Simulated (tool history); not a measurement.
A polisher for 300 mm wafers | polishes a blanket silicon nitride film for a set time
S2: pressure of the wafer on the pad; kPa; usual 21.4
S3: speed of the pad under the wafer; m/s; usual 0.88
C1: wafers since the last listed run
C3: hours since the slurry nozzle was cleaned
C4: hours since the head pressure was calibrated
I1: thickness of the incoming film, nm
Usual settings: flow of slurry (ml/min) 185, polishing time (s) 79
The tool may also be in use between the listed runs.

{"run": 1, "hour": 0.0, "flow of slurry (ml/min)": 185, "S2": 21.4, "S3": 0.76, "polishing time (s)": 79, "C1": 0, "wafers polished on this pad": 635, "C3": 338.6, "C4": 1069.3, "I1": 405.0, "film removed (Å)": 1240}
{"run": 2, "hour": 6.4, "flow of slurry (ml/min)": 185, "S2": 21.4, "S3": 0.88, "polishing time (s)": 95, "C1": 54, "wafers polished on this pad": 689, "C3": 345.0, "C4": 1075.7, "I1": 414.7, "film removed (Å)": 1615}
{"run": 3, "hour": 20.7, "flow of slurry (ml/min)": 185, "S2": 21.4, "S3": 0.88, "polishing time (s)": 71, "C1": 122, "wafers polished on this pad": 812, "C3": 359.3, "C4": 1090.0, "I1": 405.7, "film removed (Å)": 1223}
{"run": 4, "hour": 38.3, "flow of slurry (ml/min)": 185, "S2": 21.4, "S3": 0.88, "polishing time (s)": 99, "C1": 150, "wafers polished on this pad": 962, "C3": 376.9, "C4": 1107.6, "I1": 411.1, "film removed (Å)": 1661}
{"hour": 83.4, "done": "worn pad replaced by a new one"}
{"run": 5, "hour": 84.9, "flow of slurry (ml/min)": 185, "S2": 21.4, "S3": 0.88, "polishing time (s)": 99, "C1": 364, "wafers polished on this pad": 12, "C3": 423.5, "C4": 1154.2, "I1": 416.9, "film removed (Å)": 1746}
{"run": 6, "hour": 102.4, "flow of slurry (ml/min)": 185, "S2": 21.4, "S3": 0.88, "polishing time (s)": 99, "C1": 149, "wafers polished on this pad": 162, "C3": 441.0, "C4": 1171.7, "I1": 404.9, "film removed (Å)": 1707}
{"run": 7, "hour": 111.2, "flow of slurry (ml/min)": 185, "S2": 21.4, "S3": 0.88, "polishing time (s)": 79, "C1": 75, "wafers polished on this pad": 237, "C3": 449.8, "C4": 1180.5, "I1": 411.7, "film removed (Å)": 1336}
{"run": 8, "hour": 129.0, "flow of slurry (ml/min)": 185, "S2": 21.4, "S3": 0.88, "polishing time (s)": 79, "C1": 152, "wafers polished on this pad": 390, "C3": 467.6, "C4": 1198.3, "I1": 407.7, "film removed (Å)": 1361}
{"run": 9, "hour": 144.5, "flow of slurry (ml/min)": 185, "S2": 21.4, "S3": 0.88, "polishing time (s)": 79, "C1": 132, "wafers polished on this pad": 522, "C3": 483.1, "C4": 1213.8, "I1": 408.9, "film removed (Å)": 1427}
{"run": 10, "hour": 151.1, "flow of slurry (ml/min)": 230, "S2": 21.4, "S3": 0.88, "polishing time (s)": 79, "C1": 56, "wafers polished on this pad": 579, "C3": 489.7, "C4": 1220.4, "I1": 410.5, "film removed (Å)": 1455}
{"run": 11, "hour": 165.3, "flow of slurry (ml/min)": 135, "S2": 21.4, "S3": 0.88, "polishing time (s)": 79, "C1": 121, "wafers polished on this pad": 700, "C3": 503.9, "C4": 1234.6, "I1": 405.4, "film removed (Å)": 1298}
{"hour": 179.0, "done": "slurry nozzle cleaned"}
{"run": 12, "hour": 180.4, "flow of slurry (ml/min)": 135, "S2": 21.4, "S3": 0.88, "polishing time (s)": 79, "C1": 120, "wafers polished on this pad": 821, "C3": 1.4, "C4": 1249.7, "I1": 416.4, "film removed (Å)": 1304}
{"run": 13, "hour": 190.5, "flow of slurry (ml/min)": 185, "S2": 21.4, "S3": 0.88, "polishing time (s)": 79, "C1": 86, "wafers polished on this pad": 908, "C3": 11.5, "C4": 1259.8, "I1": 410.1, "film removed (Å)": 1394}
{"run": 14, "hour": 206.1, "flow of slurry (ml/min)": 185, "S2": 17.2, "S3": 0.88, "polishing time (s)": 79, "C1": 133, "wafers polished on this pad": 1041, "C3": 27.1, "C4": 1275.4, "I1": 413.0, "film removed (Å)": 1120}
{"hour": 217.2, "done": "head pressure recalibrated"}
{"hour": 224.5, "done": "worn pad replaced by a new one, of another model than before"}
{"run": 15, "hour": 225.0, "flow of slurry (ml/min)": 185, "S2": 21.4, "S3": 0.88, "polishing time (s)": 79, "C1": 110, "wafers polished on this pad": 4, "C3": 46.0, "C4": 7.8, "I1": 410.4, "film removed (Å)": 1209}
{"run": 16, "hour": 261.7, "flow of slurry (ml/min)": 185, "S2": 21.4, "S3": 0.88, "polishing time (s)": 79, "C1": 314, "wafers polished on this pad": 318, "C3": 82.7, "C4": 44.5, "I1": 411.0, "film removed (Å)": 1230}
{"run": 17, "hour": 274.3, "flow of slurry (ml/min)": 185, "S2": 21.4, "S3": 0.88, "polishing time (s)": 107, "C1": 107, "wafers polished on this pad": 426, "C3": 95.3, "C4": 57.1, "I1": 414.4, "film removed (Å)": 1657}
{"run": 18, "hour": 281.0, "flow of slurry (ml/min)": 185, "S2": 26.9, "S3": 1.08, "polishing time (s)": 79, "C1": 57, "wafers polished on this pad": 483, "C3": 102.0, "C4": 63.8, "I1": 412.3, "film removed (Å)": 1481}
{"run": 19, "hour": 293.5, "flow of slurry (ml/min)": 185, "S2": 21.4, "S3": 0.88, "polishing time (s)": 79, "C1": 106, "wafers polished on this pad": 590, "C3": 114.5, "C4": 76.3, "I1": 416.3, "film removed (Å)": 1214}
{"run": 20, "hour": 304.3, "flow of slurry (ml/min)": 185, "S2": 21.4, "S3": 0.62, "polishing time (s)": 79, "C1": 92, "wafers polished on this pad": 682, "C3": 125.3, "C4": 87.1, "I1": 414.5, "film removed (Å)": 1067}
{"run": 21, "hour": 312.2, "flow of slurry (ml/min)": 185, "S2": 21.4, "S3": 0.96, "polishing time (s)": 62, "C1": 67, "wafers polished on this pad": 750, "C3": 133.2, "C4": 95.0, "I1": 412.4, "film removed (Å)": 982}
{"run": 22, "hour": 322.0, "flow of slurry (ml/min)": 240, "S2": 21.4, "S3": 0.88, "polishing time (s)": 79, "C1": 83, "wafers polished on this pad": 834, "C3": 143.0, "C4": 104.8, "I1": 408.8, "film removed (Å)": 1236}
{"run": 23, "hour": 331.5, "flow of slurry (ml/min)": 160, "S2": 28.3, "S3": 0.88, "polishing time (s)": 67, "C1": 81, "wafers polished on this pad": 915, "C3": 152.5, "C4": 114.3, "I1": 405.8, "film removed (Å)": 1187}
{"run": 24, "hour": 346.3, "flow of slurry (ml/min)": 185, "S2": 21.4, "S3": 0.88, "polishing time (s)": 79, "C1": 126, "wafers polished on this pad": 1042, "C3": 167.3, "C4": 129.1, "I1": 407.3, "film removed (Å)": 1228}
{"run": 25, "hour": 359.0, "flow of slurry (ml/min)": 185, "S2": 21.4, "S3": 0.88, "polishing time (s)": 79, "C1": 108, "wafers polished on this pad": 1150, "C3": 180.0, "C4": 141.8, "I1": 415.7, "film removed (Å)": 1193}
{"hour": 365.6, "done": "worn pad replaced by a new one"}
{"run": 26, "hour": 368.6, "flow of slurry (ml/min)": 205, "S2": 27.6, "S3": 0.68, "polishing time (s)": 79, "C1": 47, "wafers polished on this pad": 25, "C3": 189.6, "C4": 151.4, "I1": 407.7, "film removed (Å)": 1297}
{"run": 27, "hour": 381.0, "flow of slurry (ml/min)": 185, "S2": 21.4, "S3": 0.88, "polishing time (s)": 79, "C1": 106, "wafers polished on this pad": 131, "C3": 202.0, "C4": 163.8, "I1": 408.2, "film removed (Å)": 1210}
{"run": 28, "hour": 396.4, "flow of slurry (ml/min)": 185, "S2": 24.1, "S3": 0.7, "polishing time (s)": 91, "C1": 131, "wafers polished on this pad": 263, "C3": 217.4, "C4": 179.2, "I1": 413.0, "film removed (Å)": 1391}
{"run": 29, "hour": 410.5, "flow of slurry (ml/min)": 185, "S2": 14.5, "S3": 0.98, "polishing time (s)": 79, "C1": 120, "wafers polished on this pad": 384, "C3": 231.5, "C4": 193.3, "I1": 402.0, "film removed (Å)": 1026}
{"run": 30, "hour": 424.3, "flow of slurry (ml/min)": 185, "S2": 21.4, "S3": 0.88, "polishing time (s)": 87, "C1": 118, "wafers polished on this pad": 502, "C3": 245.3, "C4": 207.1, "I1": 412.7, "film removed (Å)": 1361}
{"run": 31, "hour": 434.1, "flow of slurry (ml/min)": 205, "S2": 27.6, "S3": 0.62, "polishing time (s)": 104, "C1": 83, "wafers polished on this pad": 586, "C3": 255.1, "C4": 216.9, "I1": 409.8, "film removed (Å)": 1659}
{"run": 32, "hour": 443.8, "flow of slurry (ml/min)": 150, "S2": 26.2, "S3": 0.76, "polishing time (s)": 79, "C1": 83, "wafers polished on this pad": 669, "C3": 264.8, "C4": 226.6, "I1": 408.5, "film removed (Å)": 1265}
{"run": 33, "hour": 460.2, "flow of slurry (ml/min)": 185, "S2": 21.4, "S3": 0.88, "polishing time (s)": 79, "C1": 140, "wafers polished on this pad": 809, "C3": 281.2, "C4": 243.0, "I1": 409.2, "film removed (Å)": 1207}
{"run": 34, "hour": 477.6, "flow of slurry (ml/min)": 185, "S2": 21.4, "S3": 1.16, "polishing time (s)": 87, "C1": 148, "wafers polished on this pad": 958, "C3": 298.6, "C4": 260.4, "I1": 408.5, "film removed (Å)": 1486}
{"run": 35, "hour": 492.5, "flow of slurry (ml/min)": 185, "S2": 21.4, "S3": 0.88, "polishing time (s)": 79, "C1": 127, "wafers polished on this pad": 1086, "C3": 313.5, "C4": 275.3, "I1": 408.8, "film removed (Å)": 1205}
{"run": 36, "hour": 502.3, "flow of slurry (ml/min)": 185, "S2": 21.4, "S3": 0.88, "polishing time (s)": 98, "C1": 83, "wafers polished on this pad": 1170, "C3": 323.3, "C4": 285.1, "I1": 408.9, "film removed (Å)": 1520}

Forecast each of these 5 alternatives for the next run:
{"run": "A", "hour": 502.7, "flow of slurry (ml/min)": 185, "S2": 21.4, "S3": 0.88, "polishing time (s)": 105, "C1": 3, "wafers polished on this pad": 1173, "C3": 323.7, "C4": 285.5, "I1": 410.1, "film removed (Å)": "?"}
{"run": "B", "hour": 502.7, "flow of slurry (ml/min)": 185, "S2": 21.4, "S3": 0.8, "polishing time (s)": 79, "C1": 3, "wafers polished on this pad": 1173, "C3": 323.7, "C4": 285.5, "I1": 410.1, "film removed (Å)": "?"}
{"run": "C", "hour": 502.7, "flow of slurry (ml/min)": 185, "S2": 15.9, "S3": 0.88, "polishing time (s)": 57, "C1": 3, "wafers polished on this pad": 1173, "C3": 323.7, "C4": 285.5, "I1": 410.1, "film removed (Å)": "?"}
{"run": "D", "hour": 502.7, "flow of slurry (ml/min)": 185, "S2": 21.4, "S3": 0.88, "polishing time (s)": 58, "C1": 3, "wafers polished on this pad": 1173, "C3": 323.7, "C4": 285.5, "I1": 410.1, "film removed (Å)": "?"}
{"run": "E", "hour": 502.7, "flow of slurry (ml/min)": 230, "S2": 16.5, "S3": 0.74, "polishing time (s)": 107, "C1": 3, "wafers polished on this pad": 1173, "C3": 323.7, "C4": 285.5, "I1": 410.1, "film removed (Å)": "?"}

run=A film_removed_(Å)=1623
run=B film_removed_(Å)=1181
run=C film_removed_(Å)=759
run=D film_removed_(Å)=896
run=E film_removed_(Å)=1395
Without the tool's hidden state the same runs would have given:
run=A film_removed_(Å)=1646
run=B film_removed_(Å)=1198
run=C film_removed_(Å)=769
run=D film_removed_(Å)=909
run=E film_removed_(Å)=1414
